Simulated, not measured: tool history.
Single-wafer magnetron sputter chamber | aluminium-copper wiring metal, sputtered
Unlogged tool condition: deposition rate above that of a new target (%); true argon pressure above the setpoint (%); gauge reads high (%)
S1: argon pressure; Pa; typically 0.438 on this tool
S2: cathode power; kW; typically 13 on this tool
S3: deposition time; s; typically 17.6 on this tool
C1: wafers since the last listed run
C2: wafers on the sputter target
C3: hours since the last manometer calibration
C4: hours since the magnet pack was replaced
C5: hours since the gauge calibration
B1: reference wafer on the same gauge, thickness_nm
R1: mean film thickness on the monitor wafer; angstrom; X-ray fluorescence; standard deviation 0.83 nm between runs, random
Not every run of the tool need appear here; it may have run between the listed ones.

| run | hour | S1 | S2 | S3 | C1 | C2 | C3 | C4 | C5 | B1 | R1 |
|---|---|---|---|---|---|---|---|---|---|---|---|
| 1 | 0 | 0.438 | 10.6 | 15.6 | 0 | 1543 | 810.1 | 10403.4 | 116 | 407.102 | 2936.68 |
| 2 | 18.6 | 0.438 | 10.6 | 15.6 | 494 | 2038 | 828.7 | 10422 | 134.6 | 406.968 | 2930.13 |
| 3 | 49.2 | 0.438 | 13 | 17.6 | 813 | 2851 | 859.3 | 10452.6 | 165.2 | 406.915 | 3626.98 |
| 4 | 83.6 | 0.438 | 13 | 17.6 | 914 | 3765 | 893.7 | 10487 | 199.6 | 407.1 | 3641.4 |
| 5 | 116.2 | 0.438 | 13 | 17.6 | 866 | 4632 | 926.3 | 10519.6 | 232.2 | 406.978 | 3617.44 |
| 6 | 134 | 0.438 | 13 | 17.6 | 473 | 5105 | 944.1 | 10537.4 | 250 | 407.075 | 3607.41 |
|  | 158 | gauge calibrated |
| 7 | 160.3 | 0.438 | 13 | 17.6 | 699 | 5804 | 970.4 | 10563.7 | 2.3 | 407.129 | 3590.81 |
| 8 | 180.9 | 0.438 | 13 | 17.6 | 547 | 6352 | 991 | 10584.3 | 22.9 | 407.163 | 3579.25 |
|  | 190.7 | sputter target and shields replaced |
| 9 | 212.9 | 0.438 | 13 | 17.6 | 637 | 589 | 1023 | 10616.3 | 54.9 | 406.805 | 3646.92 |
| 10 | 239.8 | 0.584 | 13 | 17.6 | 714 | 1304 | 1049.9 | 10643.2 | 81.8 | 407.053 | 3473.87 |
| 11 | 265.5 | 0.388 | 13 | 17.6 | 683 | 1987 | 1075.6 | 10668.9 | 107.5 | 406.805 | 3700.2 |
| 12 | 295.1 | 0.438 | 13 | 19.5 | 786 | 2773 | 1105.2 | 10698.5 | 137.1 | 407.049 | 4036.15 |
|  | 316.1 | capacitance manometer re-zeroed and calibrated |
|  | 343 | magnet pack replaced |
| 13 | 386.9 | 0.438 | 13 | 17.6 | 2014 | 4788 | 70.8 | 43.9 | 228.9 | 406.963 | 3610.78 |
| 14 | 417.1 | 0.438 | 15.75 | 20.6 | 802 | 5591 | 101 | 74.1 | 259.1 | 407.245 | 4639.65 |
|  | 426.8 | gauge calibrated |
| 15 | 448.6 | 0.438 | 13 | 14.3 | 837 | 6428 | 132.5 | 105.6 | 21.8 | 406.825 | 2891.24 |
|  | 472.5 | sputter target and shields replaced |
| 16 | 473 | 0.307 | 15.75 | 14.6 | 435 | 13 | 156.9 | 130 | 46.2 | 407.026 | 3483.28 |

State the hidden condition of the tool at each of the runs:
true argon pressure above the setpoint (%): 0 at every run
gauge reads high (%): 0 at every run
H1: deposition rate above that of a new target (%)
| run | H1 |
|---|---|
| 1 | -0.206 |
| 2 | -0.3 |
| 3 | -0.511 |
| 4 | -0.832 |
| 5 | -1.22 |
| 6 | -1.46 |
| 7 | -1.87 |
| 8 | -2.22 |
| 9 | -0.221 |
| 10 | -0.292 |
| 11 | -0.412 |
| 12 | -0.611 |
| 13 | -1.64 |
| 14 | -2.12 |
| 15 | -2.7 |
| 16 | -0.459 |

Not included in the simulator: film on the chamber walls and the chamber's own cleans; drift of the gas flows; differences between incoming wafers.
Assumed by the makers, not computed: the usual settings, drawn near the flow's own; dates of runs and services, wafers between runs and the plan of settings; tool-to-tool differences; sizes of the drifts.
